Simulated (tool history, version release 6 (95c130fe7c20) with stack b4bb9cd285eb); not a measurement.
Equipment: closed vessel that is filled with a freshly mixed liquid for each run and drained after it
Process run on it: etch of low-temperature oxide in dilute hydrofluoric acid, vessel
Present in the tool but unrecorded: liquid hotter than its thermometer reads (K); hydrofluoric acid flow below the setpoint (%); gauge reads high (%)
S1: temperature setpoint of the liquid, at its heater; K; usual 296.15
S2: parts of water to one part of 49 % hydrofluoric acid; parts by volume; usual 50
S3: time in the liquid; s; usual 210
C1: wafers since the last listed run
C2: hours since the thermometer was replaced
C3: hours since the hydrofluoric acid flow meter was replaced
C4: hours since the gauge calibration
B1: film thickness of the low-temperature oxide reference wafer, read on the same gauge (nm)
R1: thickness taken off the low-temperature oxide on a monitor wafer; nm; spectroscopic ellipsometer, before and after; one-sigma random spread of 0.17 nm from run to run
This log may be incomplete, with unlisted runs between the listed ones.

run	day	S1	S2	S3	C1	C2	C3	C4	B1	R1
1	0.000	296.15	50	210	0	384.9	2051.9	1011.3	80.02	45.74
2	0.529	296.15	50	210	1258	397.6	2064.6	1024.0	80.01	45.57
3	1.938	296.15	50	210	3349	431.4	2098.4	1057.8	79.99	45.69
4	2.975	296.15	50	210	2467	456.3	2123.3	1082.7	79.99	45.48
# day 3.679: gauge calibrated
5	4.046	296.15	55	210	2546	482.0	2149.0	8.8	80.01	41.21
6	5.112	296.15	55	210	2536	507.6	2174.6	34.4	79.99	41.07
7	6.738	296.15	55	210	3864	546.6	2213.6	73.4	80.01	41.34
8	7.383	296.15	50	210	1536	562.1	2229.1	88.9	79.99	45.34
9	8.542	296.15	50	210	2754	589.9	2256.9	116.7	80.00	45.45
10	9.242	296.15	50	210	1664	606.7	2273.7	133.5	80.02	45.45
11	10.233	296.15	50	210	2358	630.5	2297.5	157.3	79.99	45.53
12	10.946	300.65	50	210	1694	647.6	2314.6	174.4	79.98	54.72
13	12.062	301.15	50	210	2655	674.4	2341.4	201.2	79.99	55.71
14	13.062	300.65	40	210	2378	698.4	2365.4	225.2	79.99	69.29
15	14.175	301.15	70	285	2645	725.1	2392.1	251.9	80.01	52.84
# day 15.500: hydrofluoric acid flow meter replaced
16	15.658	298.15	50	210	3428	760.7	3.8	287.5	80.00	49.20
17	17.104	296.15	50	210	3438	795.4	38.5	322.2	80.00	45.49
18	17.771	296.15	50	125	1585	811.4	54.5	338.2	80.01	26.97
19	18.833	296.15	65	210	2527	836.9	80.0	363.7	80.00	34.45
# day 19.488: thermometer replaced
20	20.229	296.15	50	245	3220	17.8	113.5	397.2	80.00	53.43
21	21.254	296.15	25	210	2437	42.4	138.1	421.8	80.02	94.26
22	21.967	296.15	50	210	1694	59.5	155.2	438.9	79.98	45.71
23	22.958	296.15	40	210	2358	83.3	179.0	462.7	80.01	57.76
24	23.638	296.15	50	210	1615	99.6	195.3	479.0	79.97	45.61
25	24.879	296.15	35	210	2953	129.4	225.1	508.8	80.00	66.42
26	26.346	296.15	50	125	3488	164.6	260.3	544.0	79.99	27.10
27	27.817	296.15	50	210	3498	199.9	295.6	579.3	80.00	45.40
28	29.200	297.65	50	110	3290	233.1	328.8	612.5	79.96	25.29
29	30.517	296.15	45	210	3131	264.7	360.4	644.1	80.00	51.00
30	31.400	296.15	50	210	2100	285.9	381.6	665.3	80.01	45.61
31	32.104	296.15	50	210	1674	302.8	398.5	682.2	79.97	45.84
32	32.758	300.15	50	100	1555	318.5	414.2	697.9	80.00	25.54
33	34.079	301.15	40	165	3141	350.2	445.9	729.6	79.99	55.98

Entry by entry between the runs, the difference in hidden state between the last listed run before and the first listed run after:
After run 4, before run 5: gauge calibrated (day 3.679)
  both runs share identical hidden conditions
After run 15, before run 16: hydrofluoric acid flow meter replaced (day 15.500)
  both runs share identical hidden conditions
After run 19, before run 20: thermometer replaced (day 19.488)
  both runs share identical hidden conditions

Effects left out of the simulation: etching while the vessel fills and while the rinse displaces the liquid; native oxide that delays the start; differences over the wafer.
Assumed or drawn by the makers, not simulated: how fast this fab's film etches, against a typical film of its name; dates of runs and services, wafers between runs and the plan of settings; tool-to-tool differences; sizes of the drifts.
